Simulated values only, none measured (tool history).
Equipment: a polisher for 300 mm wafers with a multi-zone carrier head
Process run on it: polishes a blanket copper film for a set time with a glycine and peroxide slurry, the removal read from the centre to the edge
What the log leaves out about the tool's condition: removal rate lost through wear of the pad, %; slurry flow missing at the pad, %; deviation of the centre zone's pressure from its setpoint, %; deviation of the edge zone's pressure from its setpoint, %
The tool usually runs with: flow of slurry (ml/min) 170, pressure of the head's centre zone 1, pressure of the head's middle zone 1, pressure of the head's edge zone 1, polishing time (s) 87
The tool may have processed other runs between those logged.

| run | hour | flow of slurry (ml/min) | pressure of the head's centre zone | pressure of the head's middle zone | pressure of the head's edge zone | polishing time (s) | wafers since the last listed run | wafers polished on this pad | hours since the slurry nozzle was cleaned | hours since the centre zone pressure was calibrated | hours since the edge zone pressure was calibrated | hours since the carrier head's membrane was replaced | incoming thickness of the incoming film, nm | film removed at the wafer's centre (angstrom) | film removed at mid-radius (angstrom) | film removed at the wafer's edge (angstrom) |
|---|---|---|---|---|---|---|---|---|---|---|---|---|---|---|---|---|
| 1 | 0 | 170 | 1 | 1 | 1 | 74 | 0 | 219 | 47.2 | 1132.4 | 420.3 | 1540.6 | 2359.6 | 2895 | 2916 | 2981 |
| 2 | 26.6 | 170 | 1 | 1.1 | 1 | 87 | 144 | 364 | 73.8 | 1159 | 446.9 | 1567.2 | 2397.5 | 3347 | 3631 | 3431 |
| 3 | 39.3 | 110 | 1 | 1 | 1 | 87 | 69 | 433 | 86.5 | 1171.7 | 459.6 | 1579.9 | 2347.7 | 3041 | 3059 | 3208 |
|  | 53.7 | carrier head's membrane replaced by a new one |
| 4 | 58.1 | 170 | 0.89 | 1 | 1 | 87 | 75 | 508 | 105.3 | 1190.5 | 478.4 | 4.4 | 2420.2 | 2962 | 3256 | 3409 |
|  | 69.8 | edge zone pressure recalibrated |
| 5 | 83.6 | 225 | 1 | 1 | 1 | 78 | 128 | 636 | 130.8 | 1216 | 13.8 | 29.9 | 2364.3 | 3169 | 3090 | 3131 |
| 6 | 117.6 | 170 | 1 | 1 | 1 | 74 | 185 | 821 | 164.8 | 1250 | 47.8 | 63.9 | 2383.7 | 2843 | 2789 | 2864 |
| 7 | 151 | 170 | 1 | 1.11 | 1 | 87 | 181 | 1003 | 198.2 | 1283.4 | 81.2 | 97.3 | 2392.7 | 3310 | 3578 | 3434 |
|  | 168.8 | worn pad replaced by a new one |
| 8 | 186.8 | 170 | 1 | 1 | 1 | 87 | 173 | 98 | 234 | 1319.2 | 117 | 133.1 | 2362 | 3327 | 3269 | 3320 |
|  | 205.3 | centre zone pressure recalibrated |
| 9 | 220.2 | 170 | 1 | 1 | 1.06 | 87 | 171 | 269 | 267.4 | 14.9 | 150.4 | 166.5 | 2379.2 | 3262 | 3300 | 3411 |
| 10 | 255.6 | 170 | 1 | 1 | 1 | 87 | 192 | 462 | 302.8 | 50.3 | 185.8 | 201.9 | 2377.5 | 3270 | 3273 | 3411 |
| 11 | 277.4 | 110 | 1 | 1 | 1 | 87 | 118 | 580 | 324.6 | 72.1 | 207.6 | 223.7 | 2378.5 | 2917 | 2920 | 3120 |
|  | 301.7 | slurry nozzle cleaned |
| 12 | 322.3 | 170 | 1 | 1 | 1 | 87 | 239 | 820 | 20.6 | 117 | 252.5 | 268.6 | 2356.4 | 3487 | 3395 | 3473 |
| 13 | 340.7 | 205 | 1 | 1 | 1.06 | 113 | 100 | 920 | 39 | 135.4 | 270.9 | 287 | 2410.7 | 4519 | 4487 | 4774 |
|  | 349.8 | worn pad replaced by a new one |
| 14 | 373.2 | 140 | 1 | 1 | 0.92 | 106 | 155 | 127 | 71.5 | 167.9 | 303.4 | 319.5 | 2361.2 | 4011 | 3891 | 3929 |
| 15 | 401.4 | 170 | 1 | 1 | 1 | 87 | 153 | 281 | 99.7 | 196.1 | 331.6 | 347.7 | 2405.8 | 3343 | 3256 | 3413 |
| 16 | 413.7 | 190 | 1 | 0.93 | 1 | 87 | 67 | 348 | 112 | 208.4 | 343.9 | 360 | 2367 | 3454 | 3165 | 3471 |
| 17 | 443.4 | 220 | 1 | 0.89 | 1.08 | 104 | 161 | 510 | 141.7 | 238.1 | 373.6 | 389.7 | 2398.5 | 4219 | 3786 | 4324 |
| 18 | 457.4 | 170 | 1 | 0.95 | 1.09 | 105 | 76 | 586 | 155.7 | 252.1 | 387.6 | 403.7 | 2384.8 | 4072 | 3809 | 4265 |
| 19 | 481.3 | 210 | 1.1 | 0.89 | 1 | 72 | 130 | 716 | 179.6 | 276 | 411.5 | 427.6 | 2352.3 | 3139 | 2533 | 2879 |
| 20 | 505.7 | 135 | 1 | 1 | 1 | 87 | 132 | 849 | 204 | 300.4 | 435.9 | 452 | 2412 | 3120 | 3044 | 3300 |
|  | 539.1 | edge zone pressure recalibrated |
| 21 | 539.6 | 170 | 0.9 | 1 | 1 | 87 | 173 | 1023 | 237.9 | 334.3 | 0.5 | 485.9 | 2366.1 | 2991 | 3290 | 3391 |

5 options for the next run, each taken on its own from the tool as it stands now. Forecast them:
| A | 540.1 | 170 | 1.09 | 1 | 1 | 87 | 2 | 1026 | 238.4 | 334.8 | 1 | 486.4 | 2378 | ? | ? | ? |
| B | 540.1 | 225 | 1.05 | 0.94 | 0.91 | 87 | 2 | 1026 | 238.4 | 334.8 | 1 | 486.4 | 2378 | ? | ? | ? |
| C | 540.1 | 135 | 1 | 1 | 0.88 | 87 | 2 | 1026 | 238.4 | 334.8 | 1 | 486.4 | 2378 | ? | ? | ? |
| D | 540.1 | 170 | 0.96 | 1 | 1 | 104 | 2 | 1026 | 238.4 | 334.8 | 1 | 486.4 | 2378 | ? | ? | ? |
| E | 540.1 | 170 | 1 | 0.96 | 1 | 87 | 2 | 1026 | 238.4 | 334.8 | 1 | 486.4 | 2378 | ? | ? | ? |

| run | film removed at the wafer's centre (angstrom) | film removed at mid-radius (angstrom) | film removed at the wafer's edge (angstrom) |
|---|---|---|---|
| A | 3592 | 3314 | 3457 |
| B | 3654 | 3305 | 3430 |
| C | 3112 | 3155 | 3147 |
| D | 3779 | 3964 | 4133 |
| E | 3293 | 3203 | 3459 |
Stripped of hidden state, with their random variation kept, the same runs would have yielded:
| run | film removed at the wafer's centre (angstrom) | film removed at mid-radius (angstrom) | film removed at the wafer's edge (angstrom) |
|---|---|---|---|
| A | 3772 | 3461 | 3567 |
| B | 3794 | 3418 | 3516 |
| C | 3306 | 3327 | 3266 |
| D | 3967 | 4140 | 4264 |
| E | 3457 | 3345 | 3569 |
